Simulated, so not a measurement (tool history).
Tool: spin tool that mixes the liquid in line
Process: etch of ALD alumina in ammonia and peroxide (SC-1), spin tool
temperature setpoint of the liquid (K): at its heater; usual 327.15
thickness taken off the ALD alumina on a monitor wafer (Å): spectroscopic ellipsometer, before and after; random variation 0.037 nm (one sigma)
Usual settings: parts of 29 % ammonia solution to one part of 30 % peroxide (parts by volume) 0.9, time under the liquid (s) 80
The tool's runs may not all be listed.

run,hour,temperature setpoint of the liquid (K),parts of 29 % ammonia solution to one part of 30 % peroxide (parts by volume),time under the liquid (s),"read-back film thickness of the ALD alumina reference wafer, read on the same gauge (nm)",thickness taken off the ALD alumina on a monitor wafer (Å)
1,0,327.15,0.9,80,110.02,44.73
# hour 48.6: ammonia flow meter replaced
2,50.6,327.15,0.9,115,109.982,63.25
3,107.9,327.15,0.9,80,109.986,44.27
4,175.8,327.15,0.9,80,110.024,44.28
# hour 189.8: new drum of ammonia solution connected
5,247.5,327.15,0.9,80,110.009,44.13
6,338.9,327.15,0.9,80,110.003,43.79
7,443.7,327.15,0.9,80,109.999,43.34
# hour 492: ammonia flow meter replaced
8,498.9,327.15,0.9,80,110.005,42.95
9,556.4,327.15,0.9,80,110.037,43.17
# hour 574.4: new drum of ammonia solution connected
10,653,327.15,0.9,80,110.023,42.77
11,803.2,327.15,0.9,80,109.987,41.89
# hour 833: gauge calibrated
# hour 844.2: ammonia flow meter replaced
# hour 885.1: new drum of ammonia solution connected
# hour 897.2: heated supply line repaired
12,899.3,327.15,0.9,80,110.019,44.98
13,961.7,335.65,0.9,50,109.971,43.71
14,1058.5,327.15,0.9,80,109.981,44.42
15,1138.2,324.65,0.9,125,109.98,61.66
16,1203.4,332.65,0.7,40,109.985,28.87
# hour 1222: new drum of ammonia solution connected
# hour 1254.3: thermometer replaced
# hour 1281.7: ammonia flow meter replaced
17,1288.5,327.15,0.9,80,110.024,43.83
18,1384,330.15,0.9,80,109.995,50.87
19,1480.8,324.65,0.9,125,109.983,58.7
20,1520.5,319.15,0.9,80,109.995,27.96
21,1586.4,324.65,0.9,125,110.019,58.11
# hour 1638.4: new drum of ammonia solution connected
22,1661.5,330.15,0.7,105,110.018,65.08
# hour 1746.9: ammonia flow meter replaced
23,1760.8,324.65,0.9,125,110.006,58.63
24,1815.3,320.15,1.15,100,110.012,36.5

The tool's hidden state at each run:
liquid hotter than its thermometer reads (K): 0 in every run
ammonia flow above the setpoint (%): 0 in every run
ammonia solution weaker than its label (%): 0 in every run
gauge reads high (%): 0 in every run
H1: temperature lost on the way to the wafer (K)
run,H1
1,0.35
2,0.411
3,0.48
4,0.562
5,0.648
6,0.758
7,0.884
8,0.951
9,1.02
10,1.14
11,1.32
12,0.101
13,0.177
14,0.293
15,0.389
16,0.468
17,0.57
18,0.686
19,0.802
20,0.85
21,0.929
22,1.02
23,1.14
24,1.21
